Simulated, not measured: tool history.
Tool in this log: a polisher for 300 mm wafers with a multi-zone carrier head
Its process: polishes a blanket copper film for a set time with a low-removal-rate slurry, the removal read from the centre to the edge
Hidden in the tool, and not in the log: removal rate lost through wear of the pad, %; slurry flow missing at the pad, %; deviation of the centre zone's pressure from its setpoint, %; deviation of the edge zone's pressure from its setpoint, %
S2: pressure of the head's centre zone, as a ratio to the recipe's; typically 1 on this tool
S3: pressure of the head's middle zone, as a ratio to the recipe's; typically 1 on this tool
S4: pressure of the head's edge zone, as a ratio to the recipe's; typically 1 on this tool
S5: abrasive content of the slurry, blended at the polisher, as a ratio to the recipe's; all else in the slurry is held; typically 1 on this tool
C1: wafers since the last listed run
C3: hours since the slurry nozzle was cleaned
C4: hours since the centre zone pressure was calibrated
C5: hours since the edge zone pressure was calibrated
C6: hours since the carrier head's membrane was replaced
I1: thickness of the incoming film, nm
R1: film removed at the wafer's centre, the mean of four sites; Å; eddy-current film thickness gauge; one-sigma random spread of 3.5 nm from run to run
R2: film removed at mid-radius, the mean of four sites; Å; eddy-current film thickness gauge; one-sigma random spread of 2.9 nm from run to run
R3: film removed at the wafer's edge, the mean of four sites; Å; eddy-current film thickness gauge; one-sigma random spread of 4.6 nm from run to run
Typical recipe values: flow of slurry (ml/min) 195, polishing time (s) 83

Run 1, hour 0: usual settings but S4 1.05; C1 0; wafers polished on this pad 585; C3 629.8; C4 527.3; C5 641.2; C6 422.4; I1 1480.3. Result: R1 2932 Å, R2 2926 Å, R3 3106 Å.
At hour 17.3: worn pad replaced by a new one.
Run 2, hour 25.2: usual settings but S4 1.05; C1 179; wafers polished on this pad 67; C3 655; C4 552.5; C5 666.4; C6 447.6; I1 1442.3. Result: R1 2959 Å, R2 2907 Å, R3 3104 Å.
Run 3, hour 48.9: usual settings but S3 1.06, S4 0.93; C1 200; wafers polished on this pad 267; C3 678.7; C4 576.2; C5 690.1; C6 471.3; I1 1484.8. Result: R1 2932 Å, R2 3063 Å, R3 2871 Å.
Run 4, hour 65.8: usual settings but S3 1.06, S4 0.93; C1 143; wafers polished on this pad 411; C3 695.6; C4 593.1; C5 707; C6 488.2; I1 1471. Result: R1 2877 Å, R2 3099 Å, R3 2931 Å.
Run 5, hour 89.8: usual settings but polishing time (s) 94; C1 203; wafers polished on this pad 614; C3 719.6; C4 617.1; C5 731; C6 512.2; I1 1478.3. Result: R1 3252 Å, R2 3275 Å, R3 3392 Å.
At hour 111.4: worn pad replaced by a new one.
Run 6, hour 112.7: usual settings but polishing time (s) 94; C1 160; wafers polished on this pad 10; C3 742.5; C4 640; C5 753.9; C6 535.1; I1 1493.1. Result: R1 3208 Å, R2 3200 Å, R3 3323 Å.
At hour 143: edge zone pressure recalibrated.
Run 7, hour 148.8: usual settings but polishing time (s) 94; C1 288; wafers polished on this pad 299; C3 778.6; C4 676.1; C5 5.8; C6 571.2; I1 1460.7. Result: R1 3254 Å, R2 3252 Å, R3 3332 Å.
At hour 164.5: carrier head's membrane replaced by a new one.
Run 8, hour 165.4: usual settings; C1 98; wafers polished on this pad 397; C3 795.2; C4 692.7; C5 22.4; C6 0.9; I1 1444.5. Result: R1 2845 Å, R2 2871 Å, R3 3002 Å.
At hour 188.4: centre zone pressure recalibrated.
Run 9, hour 188.9: usual settings; C1 182; wafers polished on this pad 580; C3 818.7; C4 0.5; C5 45.9; C6 24.4; I1 1476.4. Result: R1 2845 Å, R2 2900 Å, R3 2947 Å.
Run 10, hour 203.4: usual settings but flow of slurry (ml/min) 130, S2 0.88, S4 1.05, polishing time (s) 92; C1 122; wafers polished on this pad 703; C3 833.2; C4 15; C5 60.4; C6 38.9; I1 1486.1. Result: R1 2496 Å, R2 2860 Å, R3 3122 Å.
At hour 207.6: slurry nozzle cleaned.
At hour 211.4: worn pad replaced by a new one.
Run 11, hour 229.8: usual settings; C1 183; wafers polished on this pad 156; C3 22.2; C4 41.4; C5 86.8; C6 65.3; I1 1490.7. Result: R1 3103 Å, R2 3113 Å, R3 3115 Å.
Run 12, hour 246.7: usual settings; C1 143; wafers polished on this pad 299; C3 39.1; C4 58.3; C5 103.7; C6 82.2; I1 1481. Result: R1 3049 Å, R2 3040 Å, R3 3024 Å.
Run 13, hour 274.8: usual settings but flow of slurry (ml/min) 165, S4 0.94, S5 1.2, polishing time (s) 106; C1 238; wafers polished on this pad 537; C3 67.2; C4 86.4; C5 131.8; C6 110.3; I1 1440.7. Result: R1 4072 Å, R2 4067 Å, R3 4135 Å.
Run 14, hour 297.5: usual settings; C1 192; wafers polished on this pad 729; C3 89.9; C4 109.1; C5 154.5; C6 133; I1 1490.1. Result: R1 3058 Å, R2 3081 Å, R3 3121 Å.
At hour 311.2: worn pad replaced by a new one.
Run 15, hour 317.8: usual settings but flow of slurry (ml/min) 260, S2 1.04, S3 1.06; C1 138; wafers polished on this pad 55; C3 110.2; C4 129.4; C5 174.8; C6 153.3; I1 1487.8. Result: R1 3367 Å, R2 3357 Å, R3 3223 Å.

What does the tool deliver on the next run?
Run 16, hour 353: usual settings but flow of slurry (ml/min) 260, S5 0.8, polishing time (s) 92; C1 298; wafers polished on this pad 354; C3 145.4; C4 164.6; C5 210; C6 188.5; I1 1473.8. Result: R1 ?, R2 ?, R3 ?.

Logged for run 16: R1 3311 Å, R2 3258 Å, R3 3275 Å.
With no hidden state in the tool, this same run would have given R1 3368 Å, R2 3309 Å, R3 3312 Å.
